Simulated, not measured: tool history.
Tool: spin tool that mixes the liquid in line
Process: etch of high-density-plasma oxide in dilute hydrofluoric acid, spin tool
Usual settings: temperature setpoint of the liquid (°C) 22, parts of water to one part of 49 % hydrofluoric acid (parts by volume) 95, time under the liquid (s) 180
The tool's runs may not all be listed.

run,day,temperature setpoint of the liquid (°C),parts of water to one part of 49 % hydrofluoric acid (parts by volume),time under the liquid (s),wafers since the last listed run,hours since the thermometer was replaced,hours since the hydrofluoric acid flow meter was replaced,hours since the gauge calibration,"read-back film thickness of the high-density-plasma oxide reference wafer, read on the same gauge (nm)",thickness taken off the high-density-plasma oxide on a monitor wafer (nm)
1,0,22,95,105,0,549.4,513.2,1023.7,40.01,6.09
2,2.779,19.5,95,180,434,616.1,579.9,1090.4,39.98,9.28
# day 10.475: thermometer replaced
3,13.479,22,95,140,1666,72.1,836.7,1347.2,40,7.8
4,15.321,22,95,140,288,116.3,880.9,1391.4,39.97,7.76
# day 18.05: hydrofluoric acid flow meter replaced
5,19.242,22,95,140,606,210.4,28.6,1485.5,40.01,8.33
6,21.654,22,60,180,377,268.3,86.5,1543.4,40.03,17.65
7,23.742,22,60,180,326,318.4,136.6,1593.5,40.02,17.58
8,25.433,22,70,180,264,359,177.2,1634.1,39.99,14.78
9,29.679,24.5,95,180,663,460.9,279.1,1736,40.02,11.77
10,32.208,24.5,95,180,395,521.6,339.8,1796.7,40,11.67
11,35.425,25.5,60,135,503,598.8,417,1873.9,40,14.88
12,37.196,26.5,135,180,276,641.3,459.5,1916.4,40.01,8.29
13,39.146,22,95,180,304,688.1,506.3,1963.2,40,10.26
# day 46.425: thermometer replaced
14,51.383,22,60,180,1907,119,800,2256.9,39.98,16.69
15,53.317,17.5,110,180,302,165.4,846.4,2303.3,40.02,7.17
16,56.979,26,135,180,572,253.3,934.3,2391.2,39.99,7.88
# day 57.954: hydrofluoric acid flow meter replaced
# day 59.992: gauge calibrated
17,60.408,22,95,110,529,335.6,58.9,10,40.01,6.53
18,63.85,18.5,95,220,538,418.2,141.5,92.6,40.01,11.2
19,66.671,22,95,180,441,485.9,209.2,160.3,39.99,10.51
20,69.912,22,95,180,506,563.7,287,238.1,40.01,10.53
21,73.117,27,95,180,501,640.6,363.9,315,40,12.88
# day 75.871: thermometer replaced
22,76.383,22,115,260,504,12.3,442.3,393.4,39.97,12.22
23,78.033,19,70,125,258,51.9,481.9,433,39.99,8.93
24,79.95,18.5,120,105,299,97.9,527.9,479,39.98,4.02
25,83.975,17,135,275,629,194.5,624.5,575.6,40,8.62
26,87.721,19.5,130,215,585,284.4,714.4,665.5,40,7.68
27,89.554,22,140,180,286,328.4,758.4,709.5,40,6.58
28,91.062,22,95,180,235,364.6,794.6,745.7,39.98,10.14
29,94.979,22,130,180,612,458.6,888.6,839.7,40.02,6.99
30,96.683,22,110,275,266,499.5,929.5,880.6,40.02,12.98
31,100.021,18.5,60,270,521,579.6,1009.6,960.7,40.01,21.51
32,102.988,22,125,130,463,650.8,1080.8,1031.9,40,5.25

The same runs without the tool's hidden state, with the same run-to-run variation:
The hidden state here: liquid hotter than its thermometer reads (K); hydrofluoric acid flow below the setpoint (%); gauge reads high (%).
run,thickness taken off the high-density-plasma oxide on a monitor wafer (nm)
1,6.38
2,9.76
3,8.38
4,8.36
5,8.36
6,17.77
7,17.76
8,14.98
9,12.02
10,11.97
11,15.35
12,8.6
13,10.66
14,17.7
15,7.65
16,8.49
17,6.6
18,11.39
19,10.74
20,10.82
21,13.32
22,12.72
23,9.3
24,4.21
25,9.1
26,8.16
27,7.02
28,10.82
29,7.54
30,14.03
31,23.28
32,5.75

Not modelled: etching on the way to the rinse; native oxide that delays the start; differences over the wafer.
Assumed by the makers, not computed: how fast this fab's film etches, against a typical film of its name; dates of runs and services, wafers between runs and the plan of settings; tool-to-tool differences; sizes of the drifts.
